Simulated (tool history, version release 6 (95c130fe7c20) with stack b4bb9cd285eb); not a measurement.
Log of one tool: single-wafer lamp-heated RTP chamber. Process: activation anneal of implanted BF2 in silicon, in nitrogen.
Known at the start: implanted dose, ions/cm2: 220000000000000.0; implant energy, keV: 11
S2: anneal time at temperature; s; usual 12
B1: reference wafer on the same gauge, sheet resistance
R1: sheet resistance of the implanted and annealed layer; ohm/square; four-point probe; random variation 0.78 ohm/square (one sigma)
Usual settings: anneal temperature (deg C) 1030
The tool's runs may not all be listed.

Run 1, hour 0: usual settings; B1 452.06. Result: R1 516.71 ohm/square.
At hour 50.3: reflector plate cleaned.
Run 2, hour 50.8: usual settings; B1 451.89. Result: R1 515.7 ohm/square.
Run 3, hour 129.4: usual settings; B1 451.72. Result: R1 515.72 ohm/square.
Run 4, hour 210.2: usual settings but anneal temperature (deg C) 1019, S2 10 s; B1 451.98. Result: R1 519.75 ohm/square.
Run 5, hour 299.8: usual settings but anneal temperature (deg C) 1019, S2 10 s; B1 452.15. Result: R1 520.19 ohm/square.
At hour 331.5: pyrometer window cleaned and pyrometer calibrated.
Run 6, hour 341.6: usual settings but anneal temperature (deg C) 1019, S2 10 s; B1 452.04. Result: R1 524.16 ohm/square.
Run 7, hour 377.8: usual settings but anneal temperature (deg C) 1019; B1 451.85. Result: R1 522.08 ohm/square.
Run 8, hour 444.3: usual settings; B1 452.33. Result: R1 518.58 ohm/square.
Run 9, hour 523.1: usual settings; B1 451.81. Result: R1 517.46 ohm/square.
Run 10, hour 581.7: usual settings; B1 451.86. Result: R1 517.53 ohm/square.
Run 11, hour 648.7: usual settings; B1 451.64. Result: R1 516.08 ohm/square.
At hour 683.5: reflector plate cleaned.
Run 12, hour 755.3: usual settings; B1 451.87. Result: R1 515.36 ohm/square.
Run 13, hour 849.5: usual settings; B1 451.9. Result: R1 514.16 ohm/square.
Run 14, hour 906.3: usual settings but anneal temperature (deg C) 1058; B1 452.12. Result: R1 508.91 ohm/square.
At hour 941.7: pyrometer window cleaned and pyrometer calibrated.
Run 15, hour 975.4: usual settings but anneal temperature (deg C) 1022, S2 9 s; B1 452.21. Result: R1 523.15 ohm/square.
Run 16, hour 1070.3: usual settings but anneal temperature (deg C) 1055, S2 6 s; B1 452.09. Result: R1 519.33 ohm/square.
Run 17, hour 1154.3: usual settings but anneal temperature (deg C) 1046; B1 452.07. Result: R1 513.35 ohm/square.
Run 18, hour 1249: usual settings but anneal temperature (deg C) 1054, S2 6 s; B1 451.87. Result: R1 518.77 ohm/square.
Run 19, hour 1296: usual settings but anneal temperature (deg C) 1059, S2 5 s; B1 451.93. Result: R1 519.83 ohm/square.
At hour 1321.7: reflector plate cleaned.
Run 20, hour 1354: usual settings but S2 19 s; B1 452.19. Result: R1 508.68 ohm/square.
Run 21, hour 1420.3: usual settings; B1 451.92. Result: R1 515.55 ohm/square.
Run 22, hour 1466.2: usual settings but anneal temperature (deg C) 1002; B1 452.11. Result: R1 524.78 ohm/square.
Run 23, hour 1508.3: usual settings but anneal temperature (deg C) 1002, S2 18 s; B1 451.86. Result: R1 518.34 ohm/square.
Run 24, hour 1570.3: usual settings but anneal temperature (deg C) 1003, S2 14 s; B1 451.95. Result: R1 523.42 ohm/square.
Run 25, hour 1656.9: usual settings; B1 451.92. Result: R1 515.02 ohm/square.
At hour 1688.9: pyrometer window cleaned and pyrometer calibrated.
At hour 1710: gauge calibrated.
Run 26, hour 1730.6: usual settings; B1 451.91. Result: R1 517.89 ohm/square.
Run 27, hour 1827.1: usual settings but anneal temperature (deg C) 1044; B1 452.03. Result: R1 514.12 ohm/square.
Run 28, hour 1863.5: usual settings but anneal temperature (deg C) 1018, S2 14 s; B1 451.95. Result: R1 519.5 ohm/square.
Run 29, hour 1936.1: usual settings but anneal temperature (deg C) 1010; B1 451.94. Result: R1 523.49 ohm/square.
At hour 2026.5: reflector plate cleaned.
Run 30, hour 2168.9: usual settings but anneal temperature (deg C) 1020, S2 16 s; B1 451.9. Result: R1 513.39 ohm/square.
Run 31, hour 2268.7: usual settings but anneal temperature (deg C) 1048, S2 9 s; B1 451.99. Result: R1 515.02 ohm/square.
Run 32, hour 2354.7: usual settings but anneal temperature (deg C) 1022; B1 451.98. Result: R1 517.79 ohm/square.
Run 33, hour 2400.7: usual settings but anneal temperature (deg C) 1021, S2 16 s; B1 452.07. Result: R1 513.64 ohm/square.
Run 34, hour 2469.7: usual settings but anneal temperature (deg C) 1038, S2 9 s; B1 452.07. Result: R1 517.49 ohm/square.
At hour 2480.4: pyrometer window cleaned and pyrometer calibrated.
Run 35, hour 2509.5: usual settings; B1 451.99. Result: R1 519.33 ohm/square.
Run 36, hour 2546: usual settings but anneal temperature (deg C) 1046, S2 5 s; B1 452.08. Result: R1 523.75 ohm/square.

Forecast each of these 4 alternatives for the next run:
Run A, hour 2546.4: usual settings but S2 14 s; B1 ?. Result: R1 ?.
Run B, hour 2546.4: usual settings but anneal temperature (deg C) 1059; B1 ?. Result: R1 ?.
Run C, hour 2546.4: usual settings but anneal temperature (deg C) 1053; B1 ?. Result: R1 ?.
Run D, hour 2546.4: usual settings but anneal temperature (deg C) 1058, S2 10 s; B1 ?. Result: R1 ?.

run      B1      R1
  A  451.75  515.13
  B  451.75   509.8
  C  451.75  511.03
  D  451.75  512.55
Without the tool's hidden state the same runs would have given:
run      R1
  A  515.56
  B  510.08
  C  511.33
  D   512.8
